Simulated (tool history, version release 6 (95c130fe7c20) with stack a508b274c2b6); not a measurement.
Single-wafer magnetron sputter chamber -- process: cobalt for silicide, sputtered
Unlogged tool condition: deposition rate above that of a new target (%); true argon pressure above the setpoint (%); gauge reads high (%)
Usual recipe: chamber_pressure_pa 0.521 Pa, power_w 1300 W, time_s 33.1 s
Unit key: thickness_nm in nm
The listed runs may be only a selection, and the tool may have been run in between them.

run   hour  chamber_pressure_pa  power_w  time_s  wafers since the last listed run  wafers on the sputter target  hours since the last manometer calibration  hours since the magnet pack was replaced  hours since the gauge calibration  read-back reference wafer on the same gauge, thickness_nm  thickness_nm
  1      0                0.521     1300    33.1                                 0                          8971                                      1644.6                                    9563.7                              488.7                                                     19.443        18.881
      18.3  -- sputter target and shields replaced
      43.8  -- gauge calibrated
  2   69.8                0.521     1300    33.1                              2143                          1787                                      1714.4                                    9633.5                                 26                                                     19.403         19.92
  3  110.5                0.521     1300    36.5                              1411                          3198                                      1755.1                                    9674.2                               66.7                                                     19.384         22.07
  4  139.1                0.521     1300    30.8                               992                          4190                                      1783.7                                    9702.8                               95.3                                                     19.386        18.317
  5  204.2                0.521     1300    30.8                              2258                          6448                                      1848.8                                    9767.9                              160.4                                                     19.385        18.053
  6  266.3                0.521     1300    31.5                              2154                          8603                                      1910.9                                      9830                              222.5                                                     19.383        18.055
     283.3  -- sputter target and shields replaced
  7  313.8                0.521     1300    31.5                              1370                          1057                                      1958.4                                    9877.5                                270                                                      19.35        18.988
  8  378.2                0.521     1300    33.1                              2233                          3291                                      2022.8                                    9941.9                              334.4                                                     19.393        19.764
  9    450                0.521      950    33.1                              2490                          5781                                      2094.6                                   10013.7                              406.2                                                     19.368         14.17
     545.2  -- sputter target and shields replaced
     559.2  -- capacitance manometer re-zeroed and calibrated
     566.3  -- gauge calibrated
 10  603.9                0.521     1300    33.1                              4783                          1760                                        44.7                                   10167.6                               37.6                                                       19.4        20.103
 11  632.9                0.521     1300    33.1                              1005                          2765                                        73.7                                   10196.6                               66.6                                                     19.457        19.913
     704.3  -- magnet pack replaced
 12  704.8                0.608     1200    36.5                              2216                          4982                                       145.6                                       0.5                              138.5                                                     19.384        18.879
 13  748.7                0.416     1300    36.9                              1522                          6505                                       189.5                                      44.4                              182.4                                                     19.376        22.882
     789.9  -- sputter target and shields replaced
 14  805.8                 0.42     1200    28.6                              1703                           550                                       246.6                                     101.5                              239.5                                                     19.391        16.975
 15  871.6                0.584     1100    30.8                              2282                          2832                                       312.4                                     167.3                              305.3                                                     19.364         15.14
 16  909.3                0.399     1550    29.6                              1307                          4140                                       350.1                                       205                                343                                                     19.415        22.436
 17  963.1                0.401     1300    33.1                              1866                          6006                                       403.9                                     258.8                              396.8                                                     19.409        20.669

Branching from run 17: 4 alternative next runs. What would each branch give?
  A  963.5                0.521     1200    33.1                                13                          6020                                       404.3                                     259.2                              397.2                                                          ?             ?
  B  963.5                0.348     1000    33.1                                13                          6020                                       404.3                                     259.2                              397.2                                                          ?             ?
  C  963.5                0.324     1550    37.6                                13                          6020                                       404.3                                     259.2                              397.2                                                          ?             ?
  D  963.5                0.521     1300    28.6                                13                          6020                                       404.3                                     259.2                              397.2                                                          ?             ?

run  read-back reference wafer on the same gauge, thickness_nm  thickness_nm
  A                                                      19.43        17.946
  B                                                      19.43        16.329
  C                                                      19.43         29.11
  D                                                      19.43        16.798
Without the tool's unlogged condition, the same runs would have read:
run  thickness_nm
  A        18.742
  B        17.054
  C        30.402
  D        17.544

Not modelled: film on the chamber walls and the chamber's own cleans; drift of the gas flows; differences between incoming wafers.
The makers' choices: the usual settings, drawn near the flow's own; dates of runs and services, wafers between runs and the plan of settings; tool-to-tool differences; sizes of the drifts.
